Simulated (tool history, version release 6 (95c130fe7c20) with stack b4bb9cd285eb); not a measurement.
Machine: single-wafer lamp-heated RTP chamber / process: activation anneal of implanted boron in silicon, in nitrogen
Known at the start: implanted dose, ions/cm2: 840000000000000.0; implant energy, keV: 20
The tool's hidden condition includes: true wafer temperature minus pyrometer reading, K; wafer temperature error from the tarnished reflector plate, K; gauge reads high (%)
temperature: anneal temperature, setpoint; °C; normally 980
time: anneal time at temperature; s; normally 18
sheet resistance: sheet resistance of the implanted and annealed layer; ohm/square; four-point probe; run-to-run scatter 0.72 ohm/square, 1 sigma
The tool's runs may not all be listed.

run	day	temperature	time	wafers since the last listed run	wafers since the last pyrometer calibration	wafers since the reflector plate was cleaned	hours since the gauge calibration	read-back reference wafer on the same gauge, sheet resistance	sheet resistance
1	0.000	980	18	0	8110	9845	1219.5	131.04	134.06
# day 0.750: reflector plate cleaned
# day 1.988: pyrometer window cleaned and pyrometer calibrated
2	4.446	980	18	1613	1050	1436	1326.2	131.03	144.08
3	7.204	980	18	1177	2228	2614	1392.4	131.09	142.36
4	8.729	980	18	651	2879	3265	1429.0	130.95	141.92
5	11.604	980	18	1227	4107	4493	1498.0	130.98	140.06
6	14.829	980	18	1377	5484	5870	1575.4	130.90	138.51
7	16.354	980	18	651	6135	6521	1612.0	131.02	137.71
8	18.254	980	18	811	6947	7332	1657.6	131.15	137.17
9	20.067	980	18	773	7721	8106	1701.1	130.94	134.74
# day 22.262: pyrometer window cleaned and pyrometer calibrated
10	22.829	980	12	1037	241	9144	1767.4	131.05	141.51
# day 26.388: gauge calibrated
11	26.792	980	12	1692	1933	10836	9.7	131.16	142.44
12	30.121	980	12	1421	3355	12257	89.6	131.04	140.80
# day 30.600: reflector plate cleaned
13	34.588	988	27	1765	5120	1702	196.8	131.06	136.22
14	38.550	980	18	1692	6812	3394	291.9	131.15	138.35
# day 42.008: pyrometer window cleaned and pyrometer calibrated
15	42.138	962	18	1389	54	4783	378.0	130.95	157.88
16	45.629	990	18	1491	1545	6274	461.8	130.95	137.72
17	49.088	971	27	1476	3022	7751	544.8	130.72	142.00
18	53.192	965	28	1752	4775	9504	643.3	131.04	144.57
# day 54.975: reflector plate cleaned
19	55.508	980	18	846	5622	228	698.9	130.88	139.79
20	59.292	954	26	1615	7237	1843	789.7	130.85	151.39

For run 21, what comes out?
# day 60.242: pyrometer window cleaned and pyrometer calibrated
21	63.025	980	18	1451	1189	3295	879.3	?	?

read-back reference wafer on the same gauge, sheet resistance: 130.93
sheet resistance: 142.34 ohm/square
The same run, on a tool lacking any hidden state, would have yielded sheet resistance 145.51 ohm/square.
